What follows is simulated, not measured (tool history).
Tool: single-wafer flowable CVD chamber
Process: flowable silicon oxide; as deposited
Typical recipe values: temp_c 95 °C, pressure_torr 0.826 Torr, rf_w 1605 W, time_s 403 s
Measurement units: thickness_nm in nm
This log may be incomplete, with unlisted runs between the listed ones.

run    hour  temp_c  pressure_torr  rf_w  time_s  read-back reference wafer on the same gauge, thickness_nm  thickness_nm
  1     0.0      95          0.826  1605     403                                                    315.223       271.293
  2    55.5      95          0.826  1605     403                                                    314.931       275.771
  3    88.2      95          0.743  1425     403                                                    314.840       238.394
  4   187.8      95          0.826  1605     403                                                    314.512       272.359
  5   226.1      95          0.725  1605     348                                                    315.112       206.348
  6   289.3      95          0.826  1605     482                                                    314.837       326.468
  7   321.2     105          0.826  1320     367                                                    314.903       160.496
  8   346.0     101          0.826  1365     403                                                    315.206       206.077
  9   413.4     105          0.826  1805     403                                                    315.429       190.400
 10   472.1      95          0.826  1605     429                                                    315.174       287.877
 11   543.5      82          0.666  1725     459                                                    315.290       404.453
 12   607.2      95          0.826  1605     403                                                    314.954       273.647
      643.0  -- RF generator calibrated
 13   653.1      95          1.013  1875     403                                                    314.911       343.997
      693.2  -- showerhead replaced
 14   693.7      95          0.826  1605     403                                                    314.457       269.869
 15   749.5      95          0.826  1605     378                                                    314.500       253.982
 16   795.1      95          0.894  1605     403                                                    315.085       293.233
 17   841.7      95          0.826  1520     403                                                    315.048       267.651
 18   885.8     109          0.826  1355     447                                                    314.857       169.034
 19   933.2      95          0.709  1830     403                                                    315.302       236.075
 20   962.3      95          0.733  1695     332                                                    315.414       198.512
 21   987.1     102          0.826  1605     403                                                    315.383       207.147
 22  1046.6      95          0.826  1605     403                                                    315.212       270.254
 23  1083.9      95          0.826  1330     341                                                    314.908       214.526
 24  1109.0     101          0.826  1605     403                                                    315.261       214.648
 25  1151.2      95          0.826  1605     403                                                    315.115       270.741
 26  1355.8     106          0.683  1390     403                                                    315.062       139.754
     1391.2  -- RF generator calibrated
 27  1419.6      88          0.667  1420     453                                                    314.861       302.647

Measured less the same run without the tool's hidden state. The same run-to-run variation is in both; the gauge's scatter may not be:
The tool's hidden condition here consists of: wafer temperature above the value expected at the setpoint (K); delivered RF power above the setpoint (%); true pressure above the setpoint (%); gauge reads high (%).
run  thickness_nm
  1        -0.769
  2        -0.794
  3        -0.702
  4        -0.905
  5        -0.730
  6        -1.297
  7        -0.679
  8        -0.940
  9        -0.977
 10        -1.683
 11        -2.557
 12        -2.136
 13        -2.952
 14        -2.514
 15        -2.642
 16        -3.328
 17        -3.312
 18        -2.150
 19        -3.438
 20        -3.039
 21        -3.359
 22        -4.755
 23        -4.005
 24        -4.260
 25        -5.606
 26        -3.834
 27        -8.114
